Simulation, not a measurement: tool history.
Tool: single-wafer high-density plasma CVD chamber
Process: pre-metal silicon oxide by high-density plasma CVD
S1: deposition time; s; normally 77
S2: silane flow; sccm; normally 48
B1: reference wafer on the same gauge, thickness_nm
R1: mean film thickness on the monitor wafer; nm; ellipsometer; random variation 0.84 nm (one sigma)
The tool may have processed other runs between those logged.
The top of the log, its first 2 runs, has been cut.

| run | hour | S1 | S2 | B1 | R1 |
|---|---|---|---|---|---|
| 3 | 83 | 67.6 | 48 | 372.951 | 313.34 |
| 4 | 96.2 | 67.6 | 48 | 373.163 | 312.061 |
| 5 | 112.4 | 77 | 50 | 372.973 | 369.774 |
| 6 | 132.1 | 77 | 48 | 372.995 | 355.647 |
| 7 | 166.2 | 77 | 48 | 372.924 | 356.142 |
| 8 | 182.3 | 77 | 48 | 372.937 | 355.147 |
| 9 | 199.5 | 71 | 48 | 373.084 | 328.277 |
| 10 | 226.9 | 77 | 48 | 372.971 | 354.772 |
| 11 | 331.5 | 89 | 53 | 373.095 | 451.27 |
| 12 | 352.3 | 89 | 53 | 373.127 | 450.432 |
| 13 | 370.5 | 71.1 | 48 | 373.087 | 327.024 |
| 14 | 393.6 | 71.1 | 48 | 373.216 | 327.481 |
| 15 | 425.3 | 77 | 54 | 373.14 | 395.244 |
| 16 | 454.7 | 77 | 54 | 372.871 | 395.056 |
| 17 | 478.5 | 77 | 48 | 372.883 | 352.674 |
| 18 | 493.6 | 77 | 48 | 372.947 | 352.816 |
| 19 | 507.4 | 77 | 48 | 373.056 | 352.051 |

Predict the results of run 20:
| 20 | 536.4 | 82.4 | 39 | ? | ? |

{"run 20": {"B1": 372.862, "R1": 312.184}}
If the tool had no hidden condition, the same run with the same run-to-run variation would have returned R1 327.528 nm.

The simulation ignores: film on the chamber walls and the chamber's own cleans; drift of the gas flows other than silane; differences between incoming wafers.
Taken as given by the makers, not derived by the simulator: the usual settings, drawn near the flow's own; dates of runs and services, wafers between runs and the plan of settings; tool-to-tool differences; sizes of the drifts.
